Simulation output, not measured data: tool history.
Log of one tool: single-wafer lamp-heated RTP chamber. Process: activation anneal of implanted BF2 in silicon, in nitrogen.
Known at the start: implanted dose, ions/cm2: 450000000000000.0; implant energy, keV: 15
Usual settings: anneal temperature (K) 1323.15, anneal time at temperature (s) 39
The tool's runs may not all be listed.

run,day,anneal temperature (K),anneal time at temperature (s),wafers since the last listed run,wafers since the last pyrometer calibration,wafers since the reflector plate was cleaned,hours since the gauge calibration,"read-back reference wafer on the same gauge, sheet resistance",sheet resistance of the implanted and annealed layer (ohm/square)
1,0.000,1323.15,39,0,397,8685,1551.3,276.71,248.87
# day 0.354: gauge calibrated
2,2.904,1323.15,56,920,1317,9605,61.2,277.19,244.97
3,7.304,1323.15,56,1394,2712,11000,166.8,277.02,243.18
# day 9.758: reflector plate cleaned
4,10.308,1323.15,56,846,3558,174,238.9,276.87,245.45
5,13.654,1323.15,23,1060,4618,1234,319.2,277.08,255.42
6,16.429,1323.15,39,879,5498,2114,385.8,277.08,247.71
7,20.421,1339.15,31,1264,6762,3379,481.6,277.14,249.17
# day 23.258: pyrometer window cleaned and pyrometer calibrated
8,23.492,1309.15,22,867,73,4246,555.3,277.16,263.04
9,26.871,1323.15,33,1070,1144,5317,636.4,277.06,250.17
10,37.642,1323.15,33,3413,4557,8730,894.9,276.71,249.68
11,40.354,1323.15,33,859,5416,9589,960.0,276.91,250.44
12,42.875,1323.15,39,798,6215,10388,1020.5,277.23,247.85
# day 44.067: reflector plate cleaned
13,45.667,1323.15,39,779,6994,506,1087.5,277.13,248.64
# day 47.896: pyrometer window cleaned and pyrometer calibrated
14,48.642,1323.15,39,837,236,1344,1158.9,276.73,249.70
15,50.183,1323.15,39,488,725,1832,1195.9,276.85,249.33
16,54.629,1323.15,39,1408,2134,3241,1302.6,276.84,248.44
17,57.696,1323.15,33,971,3105,4213,1376.2,277.12,250.21
# day 59.188: gauge calibrated
18,60.758,1305.15,58,970,4076,5183,37.7,276.97,246.97
19,64.333,1323.15,39,1132,5209,6316,123.5,276.95,247.72
20,67.621,1296.15,31,1041,6250,7358,202.4,276.94,258.46
# day 69.012: pyrometer window cleaned and pyrometer calibrated
21,71.121,1342.15,39,1003,667,8361,286.4,277.16,246.84
22,73.021,1315.15,57,602,1269,8963,332.0,277.08,245.18
23,77.333,1323.15,22,1366,2636,10330,435.5,276.95,254.33
24,80.438,1297.15,30,983,3620,11313,510.0,276.96,257.96
25,82.762,1323.15,39,736,4356,12050,565.8,277.12,247.99
26,84.575,1323.15,39,574,4931,12625,609.3,277.05,247.27
# day 88.054: reflector plate cleaned
# day 88.983: pyrometer window cleaned and pyrometer calibrated
27,95.867,1300.15,55,3366,2181,2370,880.3,276.98,251.31
28,98.542,1323.15,39,847,3029,3217,944.5,276.75,248.37
29,102.933,1307.15,32,1391,4420,4609,1049.9,277.06,253.50
30,107.117,1323.15,39,1325,5746,5935,1150.3,276.96,247.68
31,110.888,1314.15,26,1194,6941,7129,1240.8,277.06,253.98
# day 111.358: gauge calibrated
# day 113.421: pyrometer window cleaned and pyrometer calibrated
32,113.442,1311.15,39,703,7,7833,50.0,276.74,253.14

What the log doesn't show, run by run:
gauge reads high (%): 0 in every run
H1: true wafer temperature minus pyrometer reading, K
H2: wafer temperature error from the tarnished reflector plate, K
run,H1,H2
1,2.53,8.14
2,5.95,8.34
3,9.16,8.56
4,10.5,0.71
5,11.5,2.56
6,12,3.77
7,12.5,5.1
8,1.74,5.88
9,6.16,6.55
10,12.1,7.81
11,12.7,8
12,13,8.14
13,13.3,1.62
14,2.33,3.15
15,4.45,3.82
16,8.6,5.35
17,10.3,6.13
18,11.5,6.75
19,12.3,7.31
20,12.8,7.7
21,5.25,8.02
22,7.37,8.16
23,10.6,8.42
24,12,8.55
25,12.8,8.63
26,13.2,8.69
27,9.29,3.84
28,10.8,4.7
29,12.4,5.78
30,13.2,6.51
31,13.7,7
32,1.78,7.25
